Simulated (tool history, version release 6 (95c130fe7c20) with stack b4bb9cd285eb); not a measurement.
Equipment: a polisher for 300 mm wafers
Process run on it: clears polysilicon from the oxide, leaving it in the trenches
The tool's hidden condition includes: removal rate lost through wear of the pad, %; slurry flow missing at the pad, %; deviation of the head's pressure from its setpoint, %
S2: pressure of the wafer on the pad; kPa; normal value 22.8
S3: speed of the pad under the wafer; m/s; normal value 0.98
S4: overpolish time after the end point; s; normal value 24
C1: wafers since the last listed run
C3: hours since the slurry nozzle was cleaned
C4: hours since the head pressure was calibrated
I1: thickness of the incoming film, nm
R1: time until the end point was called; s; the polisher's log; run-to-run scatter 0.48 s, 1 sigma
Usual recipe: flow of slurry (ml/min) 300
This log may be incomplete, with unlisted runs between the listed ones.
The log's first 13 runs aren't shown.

At hour 372.7: worn pad replaced by a new one.
Run 14, hour 380.5: usual settings; C1 103; wafers polished on this pad 89; C3 90.9; C4 665.7; I1 785.9. Result: R1 42.0 s.
Run 15, hour 400.2: usual settings; C1 225; wafers polished on this pad 314; C3 110.6; C4 685.4; I1 786.9. Result: R1 42.6 s.
Run 16, hour 430.4: usual settings but S2 14.5 kPa, S4 30 s; C1 345; wafers polished on this pad 660; C3 140.8; C4 715.6; I1 798.4. Result: R1 67.2 s.
Run 17, hour 462.9: usual settings but flow of slurry (ml/min) 355, S2 17.2 kPa, S3 0.82 m/s, S4 10 s; C1 372; wafers polished on this pad 1032; C3 173.3; C4 748.1; I1 801.9. Result: R1 64.3 s.
Run 18, hour 485.1: usual settings but flow of slurry (ml/min) 215, S3 0.82 m/s; C1 254; wafers polished on this pad 1286; C3 195.5; C4 770.3; I1 787.1. Result: R1 51.4 s.
Run 19, hour 511.6: usual settings but S3 0.80 m/s; C1 303; wafers polished on this pad 1590; C3 222.0; C4 796.8; I1 787.9. Result: R1 49.8 s.
At hour 556.0: worn pad replaced by a new one.
Run 20, hour 613.0: usual settings but S4 12 s; C1 1115; wafers polished on this pad 652; C3 323.4; C4 898.2; I1 804.5. Result: R1 44.4 s.
Run 21, hour 642.7: usual settings but S3 0.72 m/s; C1 340; wafers polished on this pad 992; C3 353.1; C4 927.9; I1 790.5. Result: R1 54.2 s.
Run 22, hour 667.4: usual settings; C1 282; wafers polished on this pad 1275; C3 377.8; C4 952.6; I1 797.4. Result: R1 44.1 s.
Run 23, hour 683.1: usual settings but flow of slurry (ml/min) 360, S2 14.5 kPa; C1 179; wafers polished on this pad 1455; C3 393.5; C4 968.3; I1 809.8. Result: R1 68.9 s.
Run 24, hour 696.5: usual settings but S2 30.3 kPa, S3 0.82 m/s; C1 153; wafers polished on this pad 1608; C3 406.9; C4 981.7; I1 800.5. Result: R1 38.7 s.
At hour 703.1: head pressure recalibrated.
Run 25, hour 719.4: usual settings; C1 239; wafers polished on this pad 1847; C3 429.8; C4 16.3; I1 790.5. Result: R1 41.3 s.
Run 26, hour 738.5: usual settings but S2 15.9 kPa, S3 0.74 m/s, S4 31 s; C1 218; wafers polished on this pad 2066; C3 448.9; C4 35.4; I1 806.5. Result: R1 71.3 s.
At hour 749.1: worn pad replaced by a new one.
Run 27, hour 769.1: usual settings but flow of slurry (ml/min) 395, S4 11 s; C1 304; wafers polished on this pad 228; C3 479.5; C4 66.0; I1 791.4. Result: R1 39.6 s.
At hour 778.1: slurry nozzle cleaned.
Run 28, hour 788.2: usual settings but S2 19.3 kPa, S4 29 s; C1 207; wafers polished on this pad 435; C3 10.1; C4 85.1; I1 812.8. Result: R1 48.3 s.
Run 29, hour 819.5: usual settings; C1 358; wafers polished on this pad 794; C3 41.4; C4 116.4; I1 798.2. Result: R1 40.1 s.
Run 30, hour 848.9: usual settings but S4 35 s; C1 336; wafers polished on this pad 1130; C3 70.8; C4 145.8; I1 804.4. Result: R1 41.2 s.
Run 31, hour 879.2: usual settings; C1 346; wafers polished on this pad 1477; C3 101.1; C4 176.1; I1 801.2. Result: R1 41.0 s.

3 ways to go on from here, each from the tool as it stands after run 31. What would each give?
Run A, hour 879.6: usual settings but S3 0.68 m/s; C1 4; wafers polished on this pad 1482; C3 101.5; C4 176.5; I1 817.3. Result: R1 ?.
Run B, hour 879.6: usual settings but S2 17.9 kPa, S4 15 s; C1 4; wafers polished on this pad 1482; C3 101.5; C4 176.5; I1 817.3. Result: R1 ?.
Run C, hour 879.6: usual settings but S3 1.10 m/s, S4 12 s; C1 4; wafers polished on this pad 1482; C3 101.5; C4 176.5; I1 817.3. Result: R1 ?.

run    R1
  A  52.4
  B  52.2
  C  37.9
Take away the tool's hidden state, keep each run's random variation, and the runs would have read:
run    R1
  A  52.4
  B  52.2
  C  37.9

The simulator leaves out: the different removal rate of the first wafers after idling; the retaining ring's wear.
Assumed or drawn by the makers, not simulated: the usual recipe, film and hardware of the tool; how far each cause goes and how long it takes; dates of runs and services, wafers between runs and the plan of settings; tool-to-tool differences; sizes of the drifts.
